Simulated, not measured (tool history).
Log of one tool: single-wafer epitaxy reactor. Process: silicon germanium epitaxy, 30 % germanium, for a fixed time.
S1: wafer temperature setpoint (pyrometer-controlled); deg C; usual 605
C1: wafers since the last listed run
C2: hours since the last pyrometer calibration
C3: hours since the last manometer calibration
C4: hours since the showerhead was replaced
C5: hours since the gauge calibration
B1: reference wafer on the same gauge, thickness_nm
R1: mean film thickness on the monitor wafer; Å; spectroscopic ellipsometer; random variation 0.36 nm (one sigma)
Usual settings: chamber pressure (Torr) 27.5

Run 1, day 0: usual settings; C1 0; C2 290.1; C3 1149.6; C4 6923.3; C5 1086.3; B1 70.953. Result: R1 777.42 Å.
Run 2, day 3.062: usual settings; C1 1722; C2 363.6; C3 1223.1; C4 6996.8; C5 1159.8; B1 71.018. Result: R1 781.9 Å.
Run 3, day 5.529: usual settings; C1 1387; C2 422.8; C3 1282.3; C4 7056; C5 1219; B1 70.94. Result: R1 785.42 Å.
Run 4, day 9.329: usual settings but S1 613 deg C; C1 2137; C2 514; C3 1373.5; C4 7147.2; C5 1310.2; B1 70.929. Result: R1 894.11 Å.
Run 5, day 11.712: usual settings but S1 613 deg C; C1 1340; C2 571.2; C3 1430.7; C4 7204.4; C5 1367.4; B1 70.862. Result: R1 892.66 Å.
Run 6, day 14.467: usual settings but S1 613 deg C; C1 1549; C2 637.3; C3 1496.8; C4 7270.5; C5 1433.5; B1 70.861. Result: R1 891.57 Å.
Run 7, day 18.208: usual settings; C1 2104; C2 727.1; C3 1586.6; C4 7360.3; C5 1523.3; B1 70.886. Result: R1 772.78 Å.
Run 8, day 20.212: usual settings; C1 1127; C2 775.2; C3 1634.7; C4 7408.4; C5 1571.4; B1 70.92. Result: R1 769.53 Å.
At day 22.796: showerhead replaced.
Run 9, day 23.533: usual settings; C1 1680; C2 854.9; C3 1714.4; C4 17.7; C5 1651.1; B1 70.875. Result: R1 763.33 Å.
Run 10, day 25.104: usual settings but S1 615 deg C, chamber pressure (Torr) 28.9; C1 883; C2 892.6; C3 1752.1; C4 55.4; C5 1688.8; B1 70.906. Result: R1 933.07 Å.
Run 11, day 29.471: usual settings but S1 617 deg C; C1 2456; C2 997.4; C3 1856.9; C4 160.2; C5 1793.6; B1 70.84. Result: R1 947.4 Å.
Run 12, day 32.158: usual settings but S1 617 deg C; C1 1511; C2 1061.9; C3 1921.4; C4 224.7; C5 1858.1; B1 70.854. Result: R1 948.98 Å.
Run 13, day 35.95: usual settings but S1 617 deg C; C1 2132; C2 1152.9; C3 2012.4; C4 315.7; C5 1949.1; B1 70.828. Result: R1 943.44 Å.
At day 36.333: gauge calibrated.
Run 14, day 40.233: usual settings but chamber pressure (Torr) 29.6; C1 2409; C2 1255.7; C3 2115.2; C4 418.5; C5 93.6; B1 70.935. Result: R1 783.02 Å.
Run 15, day 48.975: usual settings; C1 4916; C2 1465.5; C3 2325; C4 628.3; C5 303.4; B1 70.922. Result: R1 755.1 Å.
Run 16, day 50.938: usual settings; C1 1103; C2 1512.6; C3 2372.1; C4 675.4; C5 350.5; B1 70.951. Result: R1 748.74 Å.
At day 53.917: capacitance manometer re-zeroed and calibrated.
Run 17, day 54.775: usual settings; C1 1970; C2 1604.7; C3 20.6; C4 767.5; C5 442.6; B1 70.907. Result: R1 756.57 Å.
At day 58.271: pyrometer calibrated.
Run 18, day 63.821: usual settings but S1 590 deg C; C1 4900; C2 133.2; C3 237.7; C4 984.6; C5 659.7; B1 70.942. Result: R1 589.58 Å.
Run 19, day 67.421: usual settings; C1 2024; C2 219.6; C3 324.1; C4 1071; C5 746.1; B1 70.888. Result: R1 775.24 Å.
Run 20, day 69.171: usual settings but S1 597 deg C, chamber pressure (Torr) 21.3; C1 984; C2 261.6; C3 366.1; C4 1113; C5 788.1; B1 70.961. Result: R1 616.06 Å.
Run 21, day 71.754: usual settings but S1 593 deg C, chamber pressure (Torr) 22.7; C1 1453; C2 323.6; C3 428.1; C4 1175; C5 850.1; B1 70.784. Result: R1 588.03 Å.

Forecast run 22:
Run 22, day 75.162: usual settings but S1 609 deg C; C1 1917; C2 405.4; C3 509.9; C4 1256.8; C5 931.9; B1 ?. Result: R1 ?.

{"run 22": {"B1": 71.019, "R1": 837.54}}
Without the tool's hidden state the same run would have given R1 839.02 Å.
